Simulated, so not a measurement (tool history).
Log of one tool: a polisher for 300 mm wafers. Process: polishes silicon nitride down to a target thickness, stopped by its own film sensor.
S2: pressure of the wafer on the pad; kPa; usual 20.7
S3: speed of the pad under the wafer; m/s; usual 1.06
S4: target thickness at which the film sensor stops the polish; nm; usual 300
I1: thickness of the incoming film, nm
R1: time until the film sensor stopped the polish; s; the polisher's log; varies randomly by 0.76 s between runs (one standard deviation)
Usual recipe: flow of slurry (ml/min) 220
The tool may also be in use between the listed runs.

{"run": 1, "hour": 0.0, "flow of slurry (ml/min)": 220, "S2": 20.7, "S3": 1.06, "S4": 285, "I1": 391.6, "R1": 85.3}
{"run": 2, "hour": 15.8, "flow of slurry (ml/min)": 220, "S2": 20.7, "S3": 1.06, "S4": 285, "I1": 392.9, "R1": 87.5}
{"hour": 24.7, "done": "worn pad replaced by a new one"}
{"run": 3, "hour": 49.5, "flow of slurry (ml/min)": 220, "S2": 20.7, "S3": 1.06, "S4": 300, "I1": 404.8, "R1": 86.7}
{"run": 4, "hour": 72.9, "flow of slurry (ml/min)": 220, "S2": 20.7, "S3": 1.06, "S4": 300, "I1": 401.5, "R1": 84.3}
{"run": 5, "hour": 106.2, "flow of slurry (ml/min)": 220, "S2": 20.7, "S3": 1.06, "S4": 300, "I1": 402.3, "R1": 85.2}
{"hour": 151.1, "done": "worn pad replaced by a new one"}
{"run": 6, "hour": 204.8, "flow of slurry (ml/min)": 220, "S2": 20.7, "S3": 1.06, "S4": 300, "I1": 391.6, "R1": 76.5}
{"hour": 229.4, "done": "head pressure recalibrated"}
{"hour": 243.6, "done": "slurry nozzle cleaned"}
{"hour": 253.7, "done": "worn pad replaced by a new one"}
{"run": 7, "hour": 311.1, "flow of slurry (ml/min)": 220, "S2": 20.7, "S3": 1.06, "S4": 300, "I1": 406.3, "R1": 86.2}
{"run": 8, "hour": 329.2, "flow of slurry (ml/min)": 220, "S2": 20.7, "S3": 1.06, "S4": 300, "I1": 406.2, "R1": 85.7}
{"hour": 364.9, "done": "worn pad replaced by a new one"}
{"run": 9, "hour": 365.4, "flow of slurry (ml/min)": 220, "S2": 20.7, "S3": 1.06, "S4": 300, "I1": 395.6, "R1": 77.8}
{"run": 10, "hour": 383.2, "flow of slurry (ml/min)": 220, "S2": 20.7, "S3": 1.06, "S4": 300, "I1": 396.5, "R1": 77.8}
{"run": 11, "hour": 400.6, "flow of slurry (ml/min)": 220, "S2": 20.7, "S3": 1.06, "S4": 324, "I1": 396.7, "R1": 58.9}
{"run": 12, "hour": 424.5, "flow of slurry (ml/min)": 280, "S2": 20.7, "S3": 0.72, "S4": 269, "I1": 392.7, "R1": 133.4}
{"run": 13, "hour": 437.4, "flow of slurry (ml/min)": 220, "S2": 15.2, "S3": 1.06, "S4": 300, "I1": 391.4, "R1": 101.2}
{"run": 14, "hour": 450.5, "flow of slurry (ml/min)": 220, "S2": 20.7, "S3": 0.88, "S4": 300, "I1": 404.5, "R1": 98.6}
{"run": 15, "hour": 478.8, "flow of slurry (ml/min)": 250, "S2": 20.7, "S3": 0.78, "S4": 289, "I1": 406.1, "R1": 120.1}
{"hour": 484.0, "done": "worn pad replaced by a new one"}
{"run": 16, "hour": 513.2, "flow of slurry (ml/min)": 270, "S2": 26.2, "S3": 0.86, "S4": 268, "I1": 399.4, "R1": 98.3}
{"run": 17, "hour": 544.6, "flow of slurry (ml/min)": 285, "S2": 24.8, "S3": 0.86, "S4": 300, "I1": 400.2, "R1": 78.4}
{"run": 18, "hour": 569.2, "flow of slurry (ml/min)": 220, "S2": 20.7, "S3": 1.06, "S4": 300, "I1": 404, "R1": 85.8}

How would selected steps in R1 from run to run divide? Give the signed amount a tool lacking its hidden state would still show from settings, what came in and random variation, and the signed amount left for the hidden state, including any gauge scatter that is not in both of the compared results.
Hidden state present: removal rate lost through wear of the pad, %; slurry flow missing at the pad, %; deviation of the head's pressure from its setpoint, %.
Run 6 -> 7: head pressure recalibrated, slurry nozzle cleaned, worn pad replaced by a new one. R1 +9.7 s: hidden state -2.6, all else +12.3.
Run 11 -> 12: flow of slurry (ml/min) 220 -> 280, S3 1.06 -> 0.72, S4 324 -> 269. R1 +74.5 s: hidden state +0.5, all else +74.
